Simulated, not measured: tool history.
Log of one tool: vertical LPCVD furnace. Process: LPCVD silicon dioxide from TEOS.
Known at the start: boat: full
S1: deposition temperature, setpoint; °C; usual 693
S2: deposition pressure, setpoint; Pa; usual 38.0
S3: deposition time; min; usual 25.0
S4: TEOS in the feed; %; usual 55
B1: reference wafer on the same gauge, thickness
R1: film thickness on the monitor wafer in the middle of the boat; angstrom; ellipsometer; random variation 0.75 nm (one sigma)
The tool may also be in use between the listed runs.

run   hour   S1    S2    S3  S4      B1      R1
  1    0.0  693  38.0  25.0  55  122.96  1464.8
  2   13.5  693  38.0  25.0  55  123.01  1464.5
      44.7  -- TEOS flow controller replaced
  3   45.2  693  38.0  25.0  55  123.06  1461.8
  4   50.1  693  38.0  25.0  55  123.32  1475.0
  5   55.0  693  38.0  25.0  55  122.87  1487.3
  6   59.9  693  32.0  25.0  48  123.26  1252.8
  7   68.3  693  32.0  25.0  48  123.19  1265.9
  8   79.3  693  32.0  25.0  48  123.06  1262.4
  9   95.1  684  38.0  25.0  62  123.01  1260.1
 10  112.0  684  38.0  25.0  62  123.00  1281.0
     162.7  -- pressure gauge zeroed
 11  163.2  693  38.0  25.0  62  122.97  1585.5
 12  171.2  693  34.7  31.0  65  123.00  1904.8
 13  180.9  693  38.0  25.0  55  123.07  1487.5
 14  189.2  693  38.0  25.0  55  123.09  1494.7
 15  200.5  697  42.0  19.5  66  123.19  1463.8
 16  217.3  697  34.0  16.0  45  123.08   892.8
     222.7  -- gauge calibrated
 17  226.9  693  44.0  25.0  55  123.07  1592.8
 18  237.8  693  38.0  25.0  55  123.05  1482.7
 19  248.4  697  38.0  30.0  61  123.03  2063.6
     277.2  -- thermocouples replaced and temperature profile calibrated
 20  277.7  693  30.7  32.0  55  123.11  1582.1
 21  287.7  687  38.0  22.5  55  123.13  1083.3
 22  305.9  693  38.0  25.0  55  122.96  1371.6
 23  319.8  693  38.0  25.0  55  123.33  1381.3
 24  376.1  693  38.0  25.0  52  122.86  1336.0
 25  391.6  701  38.0  33.0  63  122.94  2353.1
 26  404.9  693  44.7  28.5  55  123.20  1716.0
 27  417.4  693  38.0  25.0  48  122.82  1285.0
 28  426.5  700  38.0  25.0  55  123.22  1631.4
 29  444.8  693  38.0  25.0  55  123.10  1366.0
 30  465.4  697  38.0  20.0  55  122.94  1213.1

Some steps in R1 between neighbouring runs. How much of each would the tool show without its hidden state too (settings, what came in, random variation), and how much is left for the hidden state, with any gauge scatter that isn't in both results?
The hidden state here: true tube temperature minus thermocouple reading, K; true pressure minus gauge reading, mTorr; deviation of the TEOS flow from its setpoint, %; gauge reads high (%).
Run 16 -> 17: S1 697 -> 693, S2 34.0 -> 44.0, S3 16.0 -> 25.0, S4 45 -> 55, gauge calibrated. R1 +700.0 angstrom: hidden state +58.9, all else +641.1.
Run 18 -> 19: S1 693 -> 697, S3 25.0 -> 30.0, S4 55 -> 61. R1 +580.9 angstrom: hidden state +48.1, all else +532.8.
Run 19 -> 20: S1 697 -> 693, S2 38.0 -> 30.7, S3 30.0 -> 32.0, S4 61 -> 55, thermocouples replaced and temperature profile calibrated. R1 -481.5 angstrom: hidden state -162.7, all else -318.8.
Run 24 -> 25: S1 693 -> 701, S3 25.0 -> 33.0, S4 52 -> 63. R1 +1017.1 angstrom: hidden state +13.3, all else +1003.8.
Run 25 -> 26: S1 701 -> 693, S2 38.0 -> 44.7, S3 33.0 -> 28.5, S4 63 -> 55. R1 -637.1 angstrom: hidden state -6.0, all else -631.1.
